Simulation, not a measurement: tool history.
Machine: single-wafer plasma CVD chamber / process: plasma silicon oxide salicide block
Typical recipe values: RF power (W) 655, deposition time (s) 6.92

run,day,RF power (W),deposition time (s),"read-back reference wafer on the same gauge, thickness_nm",mean film thickness on the monitor wafer (angstrom)
1,0.000,745,6.92,72.380,685.65
2,1.325,600,6.92,72.314,639.41
3,2.717,600,6.92,72.295,644.34
4,5.271,600,6.92,72.218,639.16
5,7.183,705,6.92,72.151,672.23
6,9.621,705,6.92,72.083,665.87
7,14.217,705,6.92,71.975,670.13
8,15.967,655,6.92,71.971,650.90
9,18.788,655,6.92,71.885,653.81
10,21.054,655,6.92,71.822,654.09
11,22.562,655,6.92,71.809,650.32
12,28.238,655,6.92,71.694,652.70
13,29.275,655,6.92,71.693,650.07
14,32.200,655,6.36,71.817,601.26
15,34.329,655,6.92,71.710,649.12
16,35.400,655,7.88,71.709,736.63
17,36.921,655,6.92,71.731,651.68
18,38.979,655,6.92,71.653,659.42
# day 39.825: gauge calibrated
19,40.954,655,6.92,74.247,675.06
20,47.571,545,6.00,73.531,549.49
# day 48.175: RF generator calibrated
21,48.708,720,8.10,73.500,810.97
22,51.342,655,6.92,73.332,668.35
23,52.988,535,8.05,73.170,725.89
24,54.454,655,6.92,72.987,660.94
25,56.354,710,7.31,72.902,714.68
26,58.629,770,6.26,72.697,633.48
# day 59.746: showerhead replaced
27,59.762,580,6.92,72.708,639.78
28,60.888,655,6.92,72.678,664.02
29,63.200,690,7.68,72.528,746.91
30,65.362,530,6.29,72.458,558.10
31,66.633,655,6.92,72.361,659.46
32,67.783,655,6.92,72.247,653.16
33,69.950,655,6.92,72.229,659.08
34,72.246,655,6.92,72.189,660.30
35,74.608,690,8.07,72.120,774.88
36,77.362,740,6.92,72.102,678.70
37,79.575,745,6.92,71.987,684.04
38,82.192,655,7.50,71.919,705.57

List, for all runs, the conditions of the tool that the log does not record:
delivered RF power above the setpoint (%): 0 across all the runs
H1: gauge reads high (%)
run,H1
1,-2.56
2,-2.62
3,-2.69
4,-2.8
5,-2.88
6,-2.97
7,-3.11
8,-3.16
9,-3.23
10,-3.28
11,-3.31
12,-3.4
13,-3.42
14,-3.46
15,-3.49
16,-3.5
17,-3.51
18,-3.53
19,-0.0549
20,-1
21,-1.14
22,-1.43
23,-1.59
24,-1.73
25,-1.9
26,-2.08
27,-2.16
28,-2.24
29,-2.39
30,-2.52
31,-2.59
32,-2.65
33,-2.75
34,-2.85
35,-2.94
36,-3.04
37,-3.11
38,-3.19

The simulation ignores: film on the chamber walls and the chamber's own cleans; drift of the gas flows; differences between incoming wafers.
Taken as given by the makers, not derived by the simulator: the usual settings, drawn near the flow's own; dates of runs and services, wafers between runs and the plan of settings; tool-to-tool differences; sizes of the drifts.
